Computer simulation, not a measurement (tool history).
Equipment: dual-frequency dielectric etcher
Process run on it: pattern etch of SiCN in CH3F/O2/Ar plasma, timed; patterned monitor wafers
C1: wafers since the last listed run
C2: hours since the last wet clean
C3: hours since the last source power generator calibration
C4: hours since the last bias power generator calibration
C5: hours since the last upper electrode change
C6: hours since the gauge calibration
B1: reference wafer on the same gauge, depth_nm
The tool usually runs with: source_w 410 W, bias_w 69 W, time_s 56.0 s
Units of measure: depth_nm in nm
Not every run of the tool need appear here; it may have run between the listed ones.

{"run": 1, "hour": 0.0, "source_w": 410, "bias_w": 69, "time_s": 56.0, "C1": 0, "C2": 218.8, "C3": 3114.9, "C4": 2307.0, "C5": 3059.1, "C6": 276.8, "B1": 24.89, "depth_nm": 21.71}
{"run": 2, "hour": 25.1, "source_w": 410, "bias_w": 69, "time_s": 65.0, "C1": 350, "C2": 243.9, "C3": 3140.0, "C4": 2332.1, "C5": 3084.2, "C6": 301.9, "B1": 24.91, "depth_nm": 25.14}
{"run": 3, "hour": 54.5, "source_w": 340, "bias_w": 69, "time_s": 56.0, "C1": 411, "C2": 273.3, "C3": 3169.4, "C4": 2361.5, "C5": 3113.6, "C6": 331.3, "B1": 24.91, "depth_nm": 20.97}
{"run": 4, "hour": 77.8, "source_w": 340, "bias_w": 69, "time_s": 56.0, "C1": 325, "C2": 296.6, "C3": 3192.7, "C4": 2384.8, "C5": 3136.9, "C6": 354.6, "B1": 24.88, "depth_nm": 20.93}
{"run": 5, "hour": 90.3, "source_w": 340, "bias_w": 69, "time_s": 56.0, "C1": 174, "C2": 309.1, "C3": 3205.2, "C4": 2397.3, "C5": 3149.4, "C6": 367.1, "B1": 24.92, "depth_nm": 20.97}
{"run": 6, "hour": 107.5, "source_w": 380, "bias_w": 69, "time_s": 56.0, "C1": 240, "C2": 326.3, "C3": 3222.4, "C4": 2414.5, "C5": 3166.6, "C6": 384.3, "B1": 24.91, "depth_nm": 21.47}
{"run": 7, "hour": 123.8, "source_w": 380, "bias_w": 69, "time_s": 56.0, "C1": 227, "C2": 342.6, "C3": 3238.7, "C4": 2430.8, "C5": 3182.9, "C6": 400.6, "B1": 24.89, "depth_nm": 21.51}
{"run": 8, "hour": 209.6, "source_w": 380, "bias_w": 69, "time_s": 56.0, "C1": 1199, "C2": 428.4, "C3": 3324.5, "C4": 2516.6, "C5": 3268.7, "C6": 486.4, "B1": 24.89, "depth_nm": 21.73}
{"hour": 245.4, "done": "wet clean of the chamber"}
{"run": 9, "hour": 245.9, "source_w": 410, "bias_w": 61, "time_s": 56.0, "C1": 171, "C2": 0.5, "C3": 3360.8, "C4": 2552.9, "C5": 3305.0, "C6": 522.7, "B1": 24.9, "depth_nm": 20.23}
{"run": 10, "hour": 251.3, "source_w": 410, "bias_w": 69, "time_s": 56.0, "C1": 75, "C2": 5.9, "C3": 3366.2, "C4": 2558.3, "C5": 3310.4, "C6": 528.1, "B1": 24.9, "depth_nm": 20.93}
{"hour": 271.3, "done": "source power generator calibrated"}
{"hour": 276.2, "done": "gauge calibrated"}
{"run": 11, "hour": 277.2, "source_w": 410, "bias_w": 69, "time_s": 56.0, "C1": 306, "C2": 31.8, "C3": 5.9, "C4": 2584.2, "C5": 3336.3, "C6": 1.0, "B1": 24.89, "depth_nm": 20.91}
{"run": 12, "hour": 292.1, "source_w": 500, "bias_w": 59, "time_s": 44.0, "C1": 208, "C2": 46.7, "C3": 20.8, "C4": 2599.1, "C5": 3351.2, "C6": 15.9, "B1": 24.87, "depth_nm": 16.64}
{"run": 13, "hour": 307.8, "source_w": 460, "bias_w": 69, "time_s": 56.0, "C1": 219, "C2": 62.4, "C3": 36.5, "C4": 2614.8, "C5": 3366.9, "C6": 31.6, "B1": 24.91, "depth_nm": 21.67}
{"hour": 340.0, "done": "bias power generator calibrated"}
{"hour": 352.6, "done": "upper electrode replaced"}
{"run": 14, "hour": 353.1, "source_w": 410, "bias_w": 78, "time_s": 56.0, "C1": 400, "C2": 107.7, "C3": 81.8, "C4": 13.1, "C5": 0.5, "C6": 76.9, "B1": 24.91, "depth_nm": 21.89}
{"run": 15, "hour": 353.6, "source_w": 410, "bias_w": 69, "time_s": 56.0, "C1": 6, "C2": 108.2, "C3": 82.3, "C4": 13.6, "C5": 1.0, "C6": 77.4, "B1": 24.9, "depth_nm": 21.12}
{"run": 16, "hour": 377.7, "source_w": 320, "bias_w": 52, "time_s": 40.0, "C1": 336, "C2": 132.3, "C3": 106.4, "C4": 37.7, "C5": 25.1, "C6": 101.5, "B1": 24.9, "depth_nm": 13.33}
{"run": 17, "hour": 402.4, "source_w": 310, "bias_w": 69, "time_s": 62.5, "C1": 345, "C2": 157.0, "C3": 131.1, "C4": 62.4, "C5": 49.8, "C6": 126.2, "B1": 24.88, "depth_nm": 22.05}
{"run": 18, "hour": 437.9, "source_w": 480, "bias_w": 52, "time_s": 45.5, "C1": 496, "C2": 192.5, "C3": 166.6, "C4": 97.9, "C5": 85.3, "C6": 161.7, "B1": 24.89, "depth_nm": 16.87}
{"run": 19, "hour": 464.3, "source_w": 410, "bias_w": 69, "time_s": 56.0, "C1": 369, "C2": 218.9, "C3": 193.0, "C4": 124.3, "C5": 111.7, "C6": 188.1, "B1": 24.9, "depth_nm": 21.39}
{"run": 20, "hour": 479.1, "source_w": 480, "bias_w": 57, "time_s": 42.0, "C1": 206, "C2": 233.7, "C3": 207.8, "C4": 139.1, "C5": 126.5, "C6": 202.9, "B1": 24.93, "depth_nm": 16.13}
{"run": 21, "hour": 563.0, "source_w": 480, "bias_w": 57, "time_s": 42.0, "C1": 1173, "C2": 317.6, "C3": 291.7, "C4": 223.0, "C5": 210.4, "C6": 286.8, "B1": 24.89, "depth_nm": 15.94}
{"run": 22, "hour": 576.2, "source_w": 410, "bias_w": 53, "time_s": 62.5, "C1": 184, "C2": 330.8, "C3": 304.9, "C4": 236.2, "C5": 223.6, "C6": 300.0, "B1": 24.9, "depth_nm": 22.55}

Run-by-run hidden state of the tool:
source power that arrives over what is set, %: 0 on each run
bias power that arrives over what is set, %: 0 on each run
gauge reads high (%): 0 on each run
H1: etch rate over this chamber's usual, %
run=1 H1=3.44
run=2 H1=3.73
run=3 H1=4.08
run=4 H1=4.35
run=5 H1=4.5
run=6 H1=4.7
run=7 H1=4.89
run=8 H1=5.89
run=9 H1=0.0962
run=10 H1=0.159
run=11 H1=0.462
run=12 H1=0.636
run=13 H1=0.82
run=14 H1=1.35
run=15 H1=1.35
run=16 H1=1.64
run=17 H1=1.93
run=18 H1=2.34
run=19 H1=2.65
run=20 H1=2.82
run=21 H1=3.8
run=22 H1=3.96

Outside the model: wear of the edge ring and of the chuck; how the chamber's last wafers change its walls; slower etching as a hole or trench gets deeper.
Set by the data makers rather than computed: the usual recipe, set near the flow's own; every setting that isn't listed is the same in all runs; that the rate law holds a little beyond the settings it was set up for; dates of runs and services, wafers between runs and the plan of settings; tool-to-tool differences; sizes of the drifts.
